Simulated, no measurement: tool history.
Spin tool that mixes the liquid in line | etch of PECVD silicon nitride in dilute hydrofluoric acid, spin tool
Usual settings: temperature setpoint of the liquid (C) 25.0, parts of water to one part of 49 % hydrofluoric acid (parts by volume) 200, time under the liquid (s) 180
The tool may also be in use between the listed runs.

| run | day | temperature setpoint of the liquid (C) | parts of water to one part of 49 % hydrofluoric acid (parts by volume) | time under the liquid (s) | wafers since the last listed run | hours since the thermometer was replaced | hours since the hydrofluoric acid flow meter was replaced | hours since the gauge calibration | read-back film thickness of the PECVD silicon nitride reference wafer, read on the same gauge (nm) | thickness taken off the PECVD silicon nitride on a monitor wafer (angstrom) |
|---|---|---|---|---|---|---|---|---|---|---|
| 1 | 0.000 | 25.0 | 200 | 180 | 0 | 2829.0 | 1402.0 | 51.1 | 40.004 | 26.33 |
| 2 | 0.708 | 25.0 | 200 | 180 | 150 | 2846.0 | 1419.0 | 68.1 | 39.980 | 25.62 |
| 3 | 0.975 | 27.5 | 200 | 120 | 56 | 2852.4 | 1425.4 | 74.5 | 39.997 | 20.43 |
| 4 | 1.479 | 27.5 | 200 | 120 | 107 | 2864.5 | 1437.5 | 86.6 | 39.979 | 20.20 |
| 5 | 2.112 | 27.5 | 200 | 120 | 134 | 2879.7 | 1452.7 | 101.8 | 39.985 | 20.06 |
| 6 | 2.775 | 25.0 | 225 | 215 | 140 | 2895.6 | 1468.6 | 117.7 | 40.013 | 28.06 |
| 7 | 3.504 | 25.0 | 225 | 215 | 154 | 2913.1 | 1486.1 | 135.2 | 40.011 | 27.75 |
| 8 | 3.854 | 25.0 | 225 | 215 | 74 | 2921.5 | 1494.5 | 143.6 | 40.000 | 27.57 |
| 9 | 4.175 | 25.0 | 125 | 180 | 68 | 2929.2 | 1502.2 | 151.3 | 39.987 | 41.55 |
| 10 | 4.750 | 25.0 | 125 | 180 | 122 | 2943.0 | 1516.0 | 165.1 | 39.986 | 41.71 |
| 11 | 5.183 | 28.5 | 175 | 180 | 92 | 2953.4 | 1526.4 | 175.5 | 39.982 | 36.96 |
| 12 | 5.721 | 25.0 | 200 | 180 | 114 | 2966.3 | 1539.3 | 188.4 | 40.001 | 26.08 |
| 13 | 6.317 | 25.0 | 200 | 180 | 126 | 2980.6 | 1553.6 | 202.7 | 40.021 | 26.02 |
| 14 | 6.821 | 28.5 | 200 | 180 | 107 | 2992.7 | 1565.7 | 214.8 | 40.008 | 32.38 |
| 15 | 7.496 | 25.0 | 200 | 180 | 143 | 3008.9 | 1581.9 | 231.0 | 40.017 | 26.23 |
| 16 | 8.054 | 25.0 | 130 | 120 | 118 | 3022.3 | 1595.3 | 244.4 | 39.986 | 26.75 |
| 17 | 8.479 | 27.5 | 270 | 145 | 90 | 3032.5 | 1605.5 | 254.6 | 40.002 | 18.15 |
|  | 9.058 | thermometer replaced |
| 18 | 9.158 | 25.0 | 200 | 180 | 135 | 2.4 | 1621.8 | 270.9 | 39.982 | 26.02 |
|  | 9.471 | gauge calibrated |
| 19 | 9.688 | 22.0 | 140 | 250 | 112 | 15.1 | 1634.5 | 5.2 | 40.006 | 42.71 |
|  | 9.758 | hydrofluoric acid flow meter replaced |
| 20 | 10.008 | 27.5 | 200 | 120 | 59 | 22.8 | 6.0 | 12.9 | 39.992 | 20.50 |
| 21 | 10.671 | 28.0 | 265 | 120 | 140 | 38.7 | 21.9 | 28.8 | 39.991 | 15.84 |
| 22 | 11.346 | 23.0 | 200 | 90 | 143 | 54.9 | 38.1 | 45.0 | 40.006 | 11.72 |
| 23 | 11.933 | 25.0 | 200 | 180 | 124 | 69.0 | 52.2 | 59.1 | 40.008 | 26.01 |
| 24 | 12.271 | 25.0 | 200 | 130 | 71 | 77.1 | 60.3 | 67.2 | 40.006 | 18.87 |
| 25 | 12.888 | 25.0 | 200 | 180 | 131 | 91.9 | 75.1 | 82.0 | 39.981 | 26.30 |
| 26 | 13.396 | 23.0 | 140 | 180 | 108 | 104.1 | 87.3 | 94.2 | 39.997 | 33.28 |

3 ways to go on from here, each from the tool as it stands after run 26. What would each give?
| A | 13.417 | 25.0 | 200 | 215 | 4 | 104.6 | 87.8 | 94.7 | ? | ? |
| B | 13.417 | 25.0 | 255 | 180 | 4 | 104.6 | 87.8 | 94.7 | ? | ? |
| C | 13.417 | 28.0 | 200 | 180 | 4 | 104.6 | 87.8 | 94.7 | ? | ? |

| run | read-back film thickness of the PECVD silicon nitride reference wafer, read on the same gauge (nm) | thickness taken off the PECVD silicon nitride on a monitor wafer (angstrom) |
|---|---|---|
| A | 39.994 | 31.46 |
| B | 39.994 | 20.68 |
| C | 39.994 | 31.70 |
Without the tool's hidden state the same runs would have given:
| run | thickness taken off the PECVD silicon nitride on a monitor wafer (angstrom) |
|---|---|
| A | 31.46 |
| B | 20.68 |
| C | 31.70 |

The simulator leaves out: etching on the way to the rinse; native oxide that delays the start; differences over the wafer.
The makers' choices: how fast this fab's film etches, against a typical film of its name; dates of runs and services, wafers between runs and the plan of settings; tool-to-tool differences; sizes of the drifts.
